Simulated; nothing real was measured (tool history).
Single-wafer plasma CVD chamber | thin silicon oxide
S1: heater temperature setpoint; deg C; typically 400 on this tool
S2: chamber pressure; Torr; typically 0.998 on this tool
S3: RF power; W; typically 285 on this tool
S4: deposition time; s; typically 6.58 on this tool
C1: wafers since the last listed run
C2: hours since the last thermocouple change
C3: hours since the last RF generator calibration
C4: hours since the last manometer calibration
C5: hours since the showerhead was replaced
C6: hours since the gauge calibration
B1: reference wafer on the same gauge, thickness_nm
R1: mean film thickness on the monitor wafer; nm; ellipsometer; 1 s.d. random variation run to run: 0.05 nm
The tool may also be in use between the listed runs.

Run 1, day 0.000: usual settings; C1 0; C2 1979.7; C3 1063.8; C4 1376.8; C5 3712.5; C6 485.0; B1 13.895. Result: R1 15.261 nm.
Run 2, day 0.688: usual settings; C1 345; C2 1996.2; C3 1080.3; C4 1393.3; C5 3729.0; C6 501.5; B1 13.895. Result: R1 15.223 nm.
Run 3, day 1.021: usual settings but S4 7.36 s; C1 167; C2 2004.2; C3 1088.3; C4 1401.3; C5 3737.0; C6 509.5; B1 13.903. Result: R1 17.125 nm.
At day 1.158: gauge calibrated.
Run 4, day 1.662: usual settings but S4 7.36 s; C1 322; C2 2019.6; C3 1103.7; C4 1416.7; C5 3752.4; C6 12.1; B1 13.898. Result: R1 17.018 nm.
At day 2.033: thermocouple changed; heater temperature recalibrated.
Run 5, day 2.329: usual settings; C1 167; C2 7.1; C3 1119.7; C4 1432.7; C5 3768.4; C6 28.1; B1 13.894. Result: R1 15.330 nm.
Run 6, day 2.975: usual settings; C1 324; C2 22.6; C3 1135.2; C4 1448.2; C5 3783.9; C6 43.6; B1 13.897. Result: R1 15.346 nm.
Run 7, day 3.462: usual settings; C1 244; C2 34.3; C3 1146.9; C4 1459.9; C5 3795.6; C6 55.3; B1 13.897. Result: R1 15.222 nm.
Run 8, day 3.733: usual settings but S4 7.05 s; C1 136; C2 40.8; C3 1153.4; C4 1466.4; C5 3802.1; C6 61.8; B1 13.901. Result: R1 16.437 nm.
Run 9, day 3.988: usual settings but S1 403 deg C; C1 127; C2 46.9; C3 1159.5; C4 1472.5; C5 3808.2; C6 67.9; B1 13.907. Result: R1 15.255 nm.
Run 10, day 4.508: usual settings but S1 403 deg C; C1 261; C2 59.4; C3 1172.0; C4 1485.0; C5 3820.7; C6 80.4; B1 13.891. Result: R1 15.177 nm.
At day 4.992: RF generator calibrated.
Run 11, day 5.012: usual settings but S1 386 deg C; C1 85; C2 71.5; C3 0.5; C4 1497.1; C5 3832.8; C6 92.5; B1 13.911. Result: R1 15.394 nm.
Run 12, day 5.175: usual settings but S2 1.143 Torr, S4 6.03 s; C1 81; C2 75.4; C3 4.4; C4 1501.0; C5 3836.7; C6 96.4; B1 13.905. Result: R1 15.206 nm.
Run 13, day 5.542: usual settings but S1 413 deg C, S3 315 W; C1 184; C2 84.2; C3 13.2; C4 1509.8; C5 3845.5; C6 105.2; B1 13.907. Result: R1 15.925 nm.
Run 14, day 6.042: usual settings but S4 6.17 s; C1 251; C2 96.2; C3 25.2; C4 1521.8; C5 3857.5; C6 117.2; B1 13.902. Result: R1 14.361 nm.
Run 15, day 6.425: usual settings but S2 0.920 Torr; C1 192; C2 105.4; C3 34.4; C4 1531.0; C5 3866.7; C6 126.4; B1 13.900. Result: R1 14.346 nm.
Run 16, day 8.592: usual settings but S2 0.906 Torr; C1 1088; C2 157.4; C3 86.4; C4 1583.0; C5 3918.7; C6 178.4; B1 13.901. Result: R1 14.167 nm.
Run 17, day 8.929: usual settings but S1 406 deg C, S2 1.094 Torr; C1 169; C2 165.5; C3 94.5; C4 1591.1; C5 3926.8; C6 186.5; B1 13.898. Result: R1 16.127 nm.
Run 18, day 9.538: usual settings but S2 0.847 Torr, S3 230 W, S4 7.31 s; C1 305; C2 180.1; C3 109.1; C4 1605.7; C5 3941.4; C6 201.1; B1 13.900. Result: R1 13.367 nm.
Run 19, day 9.800: usual settings; C1 131; C2 186.4; C3 115.4; C4 1612.0; C5 3947.7; C6 207.4; B1 13.900. Result: R1 15.368 nm.
At day 10.329: capacitance manometer re-zeroed and calibrated.
At day 10.525: showerhead replaced.
Run 20, day 10.546: usual settings; C1 109; C2 204.3; C3 133.3; C4 5.2; C5 0.5; C6 225.3; B1 13.910. Result: R1 15.187 nm.
Run 21, day 11.008: usual settings but S3 305 W; C1 232; C2 215.4; C3 144.4; C4 16.3; C5 11.6; C6 236.4; B1 13.903. Result: R1 15.722 nm.
Run 22, day 11.546: usual settings but S1 394 deg C, S3 245 W, S4 7.65 s; C1 270; C2 228.3; C3 157.3; C4 29.2; C5 24.5; C6 249.3; B1 13.902. Result: R1 16.471 nm.
Run 23, day 12.192: usual settings but S1 410 deg C, S2 0.794 Torr, S3 235 W; C1 324; C2 243.8; C3 172.8; C4 44.7; C5 40.0; C6 264.8; B1 13.905. Result: R1 11.428 nm.
Run 24, day 12.912: usual settings; C1 362; C2 261.1; C3 190.1; C4 62.0; C5 57.3; C6 282.1; B1 13.899. Result: R1 15.271 nm.
Run 25, day 13.412: usual settings but S2 1.094 Torr, S3 310 W; C1 251; C2 273.1; C3 202.1; C4 74.0; C5 69.3; C6 294.1; B1 13.894. Result: R1 16.826 nm.
Run 26, day 13.771: usual settings but S2 0.847 Torr, S3 230 W, S4 7.31 s; C1 180; C2 281.7; C3 210.7; C4 82.6; C5 77.9; C6 302.7; B1 13.903. Result: R1 13.364 nm.
Run 27, day 14.154: usual settings but S1 410 deg C, S3 315 W; C1 192; C2 290.9; C3 219.9; C4 91.8; C5 87.1; C6 311.9; B1 13.900. Result: R1 15.921 nm.
Run 28, day 14.829: usual settings but S3 250 W; C1 339; C2 307.1; C3 236.1; C4 108.0; C5 103.3; C6 328.1; B1 13.892. Result: R1 14.313 nm.
Run 29, day 15.533: usual settings but S4 7.03 s; C1 353; C2 324.0; C3 253.0; C4 124.9; C5 120.2; C6 345.0; B1 13.892. Result: R1 16.364 nm.

Branching from run 29: 4 alternative next runs. What would each branch give?
Run A, day 15.550: usual settings but S1 408 deg C; C1 8; C2 324.4; C3 253.4; C4 125.3; C5 120.6; C6 345.4; B1 ?. Result: R1 ?.
Run B, day 15.550: usual settings but S2 0.811 Torr, S3 255 W; C1 8; C2 324.4; C3 253.4; C4 125.3; C5 120.6; C6 345.4; B1 ?. Result: R1 ?.
Run C, day 15.550: usual settings but S1 412 deg C, S3 315 W; C1 8; C2 324.4; C3 253.4; C4 125.3; C5 120.6; C6 345.4; B1 ?. Result: R1 ?.
Run D, day 15.550: usual settings but S1 405 deg C, S3 230 W; C1 8; C2 324.4; C3 253.4; C4 125.3; C5 120.6; C6 345.4; B1 ?. Result: R1 ?.

run      B1      R1
  A  13.906  15.240
  B  13.906  12.280
  C  13.906  15.912
  D  13.906  13.678
The same runs, with their run-to-run variation unchanged, on a tool lacking any hidden condition would have given:
run      R1
  A  15.240
  B  12.280
  C  15.912
  D  13.678
